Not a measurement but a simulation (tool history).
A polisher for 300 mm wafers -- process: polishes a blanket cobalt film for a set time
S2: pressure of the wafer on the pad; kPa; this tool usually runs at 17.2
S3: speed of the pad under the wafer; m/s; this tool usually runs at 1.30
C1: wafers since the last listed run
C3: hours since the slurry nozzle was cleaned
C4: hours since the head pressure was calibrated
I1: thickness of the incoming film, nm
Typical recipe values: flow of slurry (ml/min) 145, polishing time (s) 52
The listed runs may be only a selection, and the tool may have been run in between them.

{"run": 1, "hour": 0.0, "flow of slurry (ml/min)": 145, "S2": 17.2, "S3": 0.98, "polishing time (s)": 52, "C1": 0, "wafers polished on this pad": 426, "C3": 438.4, "C4": 241.2, "I1": 1174.0, "film removed (nm)": 353.8}
{"run": 2, "hour": 20.2, "flow of slurry (ml/min)": 145, "S2": 17.2, "S3": 1.52, "polishing time (s)": 52, "C1": 131, "wafers polished on this pad": 557, "C3": 458.6, "C4": 261.4, "I1": 1191.6, "film removed (nm)": 549.8}
{"run": 3, "hour": 52.4, "flow of slurry (ml/min)": 145, "S2": 17.2, "S3": 1.52, "polishing time (s)": 52, "C1": 209, "wafers polished on this pad": 766, "C3": 490.8, "C4": 293.6, "I1": 1175.2, "film removed (nm)": 532.7}
{"run": 4, "hour": 85.3, "flow of slurry (ml/min)": 145, "S2": 17.2, "S3": 1.3, "polishing time (s)": 52, "C1": 213, "wafers polished on this pad": 980, "C3": 523.7, "C4": 326.5, "I1": 1174.1, "film removed (nm)": 458.4}
{"run": 5, "hour": 119.0, "flow of slurry (ml/min)": 145, "S2": 17.2, "S3": 1.3, "polishing time (s)": 52, "C1": 218, "wafers polished on this pad": 1199, "C3": 557.4, "C4": 360.2, "I1": 1171.5, "film removed (nm)": 453.2}
{"run": 6, "hour": 150.9, "flow of slurry (ml/min)": 145, "S2": 17.2, "S3": 1.3, "polishing time (s)": 52, "C1": 207, "wafers polished on this pad": 1406, "C3": 589.3, "C4": 392.1, "I1": 1170.0, "film removed (nm)": 441.3}
{"run": 7, "hour": 168.8, "flow of slurry (ml/min)": 145, "S2": 17.2, "S3": 1.3, "polishing time (s)": 52, "C1": 116, "wafers polished on this pad": 1523, "C3": 607.2, "C4": 410.0, "I1": 1165.4, "film removed (nm)": 446.4}
{"run": 8, "hour": 186.0, "flow of slurry (ml/min)": 165, "S2": 17.2, "S3": 1.3, "polishing time (s)": 52, "C1": 111, "wafers polished on this pad": 1634, "C3": 624.4, "C4": 427.2, "I1": 1179.4, "film removed (nm)": 448.6}
{"hour": 202.2, "done": "worn pad replaced by a new one"}
{"run": 9, "hour": 216.3, "flow of slurry (ml/min)": 165, "S2": 17.2, "S3": 1.3, "polishing time (s)": 52, "C1": 170, "wafers polished on this pad": 91, "C3": 654.7, "C4": 457.5, "I1": 1182.0, "film removed (nm)": 478.0}
{"hour": 230.3, "done": "head pressure recalibrated"}
{"run": 10, "hour": 251.5, "flow of slurry (ml/min)": 130, "S2": 17.2, "S3": 1.6, "polishing time (s)": 52, "C1": 215, "wafers polished on this pad": 307, "C3": 689.9, "C4": 21.2, "I1": 1199.4, "film removed (nm)": 598.1}
{"run": 11, "hour": 264.3, "flow of slurry (ml/min)": 145, "S2": 22.1, "S3": 1.3, "polishing time (s)": 52, "C1": 83, "wafers polished on this pad": 390, "C3": 702.7, "C4": 34.0, "I1": 1169.6, "film removed (nm)": 624.1}
{"run": 12, "hour": 286.5, "flow of slurry (ml/min)": 145, "S2": 22.1, "S3": 1.3, "polishing time (s)": 52, "C1": 144, "wafers polished on this pad": 534, "C3": 724.9, "C4": 56.2, "I1": 1190.3, "film removed (nm)": 625.6}
{"run": 13, "hour": 312.7, "flow of slurry (ml/min)": 145, "S2": 13.8, "S3": 1.3, "polishing time (s)": 46, "C1": 170, "wafers polished on this pad": 704, "C3": 751.1, "C4": 82.4, "I1": 1165.9, "film removed (nm)": 338.6}
{"run": 14, "hour": 339.4, "flow of slurry (ml/min)": 190, "S2": 17.2, "S3": 1.3, "polishing time (s)": 41, "C1": 173, "wafers polished on this pad": 878, "C3": 777.8, "C4": 109.1, "I1": 1177.1, "film removed (nm)": 386.2}
{"run": 15, "hour": 358.9, "flow of slurry (ml/min)": 145, "S2": 13.8, "S3": 1.3, "polishing time (s)": 52, "C1": 126, "wafers polished on this pad": 1004, "C3": 797.3, "C4": 128.6, "I1": 1178.2, "film removed (nm)": 370.7}
{"hour": 373.3, "done": "slurry nozzle cleaned"}
{"hour": 413.2, "done": "worn pad replaced by a new one"}
{"run": 16, "hour": 465.4, "flow of slurry (ml/min)": 145, "S2": 19.3, "S3": 1.18, "polishing time (s)": 67, "C1": 659, "wafers polished on this pad": 339, "C3": 92.1, "C4": 235.1, "I1": 1175.7, "film removed (nm)": 608.6}
{"run": 17, "hour": 484.3, "flow of slurry (ml/min)": 145, "S2": 15.2, "S3": 1.3, "polishing time (s)": 36, "C1": 122, "wafers polished on this pad": 462, "C3": 111.0, "C4": 254.0, "I1": 1191.7, "film removed (nm)": 285.3}
{"run": 18, "hour": 497.9, "flow of slurry (ml/min)": 145, "S2": 17.2, "S3": 1.3, "polishing time (s)": 52, "C1": 88, "wafers polished on this pad": 550, "C3": 124.6, "C4": 267.6, "I1": 1184.2, "film removed (nm)": 462.9}
{"run": 19, "hour": 532.9, "flow of slurry (ml/min)": 145, "S2": 17.2, "S3": 1.3, "polishing time (s)": 52, "C1": 227, "wafers polished on this pad": 777, "C3": 159.6, "C4": 302.6, "I1": 1178.0, "film removed (nm)": 458.2}
{"run": 20, "hour": 557.8, "flow of slurry (ml/min)": 145, "S2": 17.2, "S3": 1.54, "polishing time (s)": 52, "C1": 161, "wafers polished on this pad": 939, "C3": 184.5, "C4": 327.5, "I1": 1197.1, "film removed (nm)": 546.8}
{"run": 21, "hour": 584.0, "flow of slurry (ml/min)": 145, "S2": 17.2, "S3": 1.3, "polishing time (s)": 52, "C1": 170, "wafers polished on this pad": 1109, "C3": 210.7, "C4": 353.7, "I1": 1180.1, "film removed (nm)": 444.8}
{"run": 22, "hour": 606.0, "flow of slurry (ml/min)": 195, "S2": 20.7, "S3": 1.08, "polishing time (s)": 42, "C1": 142, "wafers polished on this pad": 1252, "C3": 232.7, "C4": 375.7, "I1": 1161.2, "film removed (nm)": 370.6}
{"run": 23, "hour": 630.0, "flow of slurry (ml/min)": 110, "S2": 17.2, "S3": 1.3, "polishing time (s)": 38, "C1": 155, "wafers polished on this pad": 1408, "C3": 256.7, "C4": 399.7, "I1": 1178.1, "film removed (nm)": 304.4}
{"hour": 647.5, "done": "worn pad replaced by a new one"}
{"hour": 661.4, "done": "head pressure recalibrated"}
{"run": 24, "hour": 663.2, "flow of slurry (ml/min)": 145, "S2": 17.2, "S3": 1.3, "polishing time (s)": 52, "C1": 176, "wafers polished on this pad": 89, "C3": 289.9, "C4": 1.8, "I1": 1189.4, "film removed (nm)": 506.3}
{"run": 25, "hour": 677.0, "flow of slurry (ml/min)": 145, "S2": 13.1, "S3": 1.3, "polishing time (s)": 52, "C1": 89, "wafers polished on this pad": 178, "C3": 303.7, "C4": 15.6, "I1": 1168.2, "film removed (nm)": 375.2}
{"run": 26, "hour": 699.9, "flow of slurry (ml/min)": 145, "S2": 17.2, "S3": 1.3, "polishing time (s)": 52, "C1": 148, "wafers polished on this pad": 327, "C3": 326.6, "C4": 38.5, "I1": 1158.9, "film removed (nm)": 496.3}
{"run": 27, "hour": 729.6, "flow of slurry (ml/min)": 145, "S2": 17.2, "S3": 1.3, "polishing time (s)": 52, "C1": 192, "wafers polished on this pad": 520, "C3": 356.3, "C4": 68.2, "I1": 1165.1, "film removed (nm)": 476.3}
{"run": 28, "hour": 762.1, "flow of slurry (ml/min)": 130, "S2": 17.2, "S3": 1.6, "polishing time (s)": 52, "C1": 211, "wafers polished on this pad": 731, "C3": 388.8, "C4": 100.7, "I1": 1176.3, "film removed (nm)": 562.6}
{"run": 29, "hour": 782.7, "flow of slurry (ml/min)": 145, "S2": 17.2, "S3": 1.3, "polishing time (s)": 52, "C1": 133, "wafers polished on this pad": 865, "C3": 409.4, "C4": 121.3, "I1": 1187.6, "film removed (nm)": 462.2}
{"run": 30, "hour": 799.2, "flow of slurry (ml/min)": 170, "S2": 14.5, "S3": 1.52, "polishing time (s)": 39, "C1": 107, "wafers polished on this pad": 972, "C3": 425.9, "C4": 137.8, "I1": 1159.0, "film removed (nm)": 350.3}
{"run": 31, "hour": 830.5, "flow of slurry (ml/min)": 115, "S2": 17.2, "S3": 0.9, "polishing time (s)": 52, "C1": 203, "wafers polished on this pad": 1176, "C3": 457.2, "C4": 169.1, "I1": 1199.6, "film removed (nm)": 295.9}
{"run": 32, "hour": 857.2, "flow of slurry (ml/min)": 145, "S2": 17.2, "S3": 1.44, "polishing time (s)": 52, "C1": 173, "wafers polished on this pad": 1349, "C3": 483.9, "C4": 195.8, "I1": 1171.3, "film removed (nm)": 493.3}
{"run": 33, "hour": 871.6, "flow of slurry (ml/min)": 145, "S2": 17.2, "S3": 1.3, "polishing time (s)": 52, "C1": 93, "wafers polished on this pad": 1443, "C3": 498.3, "C4": 210.2, "I1": 1158.6, "film removed (nm)": 440.4}
{"run": 34, "hour": 885.6, "flow of slurry (ml/min)": 185, "S2": 21.4, "S3": 1.3, "polishing time (s)": 69, "C1": 90, "wafers polished on this pad": 1534, "C3": 512.3, "C4": 224.2, "I1": 1188.5, "film removed (nm)": 767.9}
{"hour": 891.6, "done": "worn pad replaced by a new one"}
{"run": 35, "hour": 903.3, "flow of slurry (ml/min)": 145, "S2": 17.2, "S3": 1.7, "polishing time (s)": 52, "C1": 89, "wafers polished on this pad": 76, "C3": 530.0, "C4": 241.9, "I1": 1174.0, "film removed (nm)": 610.7}
{"run": 36, "hour": 931.1, "flow of slurry (ml/min)": 145, "S2": 17.2, "S3": 1.3, "polishing time (s)": 42, "C1": 180, "wafers polished on this pad": 256, "C3": 557.8, "C4": 269.7, "I1": 1173.4, "film removed (nm)": 369.8}

5 options for the next run, each taken on its own from the tool as it stands now. Forecast them:
{"run": "A", "hour": 931.5, "flow of slurry (ml/min)": 145, "S2": 17.2, "S3": 1.3, "polishing time (s)": 52, "C1": 2, "wafers polished on this pad": 259, "C3": 558.2, "C4": 270.1, "I1": 1161.5, "film removed (nm)": "?"}
{"run": "B", "hour": 931.5, "flow of slurry (ml/min)": 145, "S2": 17.2, "S3": 1.3, "polishing time (s)": 65, "C1": 2, "wafers polished on this pad": 259, "C3": 558.2, "C4": 270.1, "I1": 1161.5, "film removed (nm)": "?"}
{"run": "C", "hour": 931.5, "flow of slurry (ml/min)": 120, "S2": 17.2, "S3": 1.3, "polishing time (s)": 52, "C1": 2, "wafers polished on this pad": 259, "C3": 558.2, "C4": 270.1, "I1": 1161.5, "film removed (nm)": "?"}
{"run": "D", "hour": 931.5, "flow of slurry (ml/min)": 145, "S2": 17.2, "S3": 1.3, "polishing time (s)": 58, "C1": 2, "wafers polished on this pad": 259, "C3": 558.2, "C4": 270.1, "I1": 1161.5, "film removed (nm)": "?"}
{"run": "E", "hour": 931.5, "flow of slurry (ml/min)": 125, "S2": 20.0, "S3": 1.54, "polishing time (s)": 64, "C1": 2, "wafers polished on this pad": 259, "C3": 558.2, "C4": 270.1, "I1": 1161.5, "film removed (nm)": "?"}

run=A film_removed_(nm)=469.3
run=B film_removed_(nm)=586.6
run=C film_removed_(nm)=450.2
run=D film_removed_(nm)=523.4
run=E film_removed_(nm)=766.8
With no hidden state in the tool, these same runs would have given:
run=A film_removed_(nm)=513.4
run=B film_removed_(nm)=641.7
run=C film_removed_(nm)=492.5
run=D film_removed_(nm)=572.6
run=E film_removed_(nm)=838.9

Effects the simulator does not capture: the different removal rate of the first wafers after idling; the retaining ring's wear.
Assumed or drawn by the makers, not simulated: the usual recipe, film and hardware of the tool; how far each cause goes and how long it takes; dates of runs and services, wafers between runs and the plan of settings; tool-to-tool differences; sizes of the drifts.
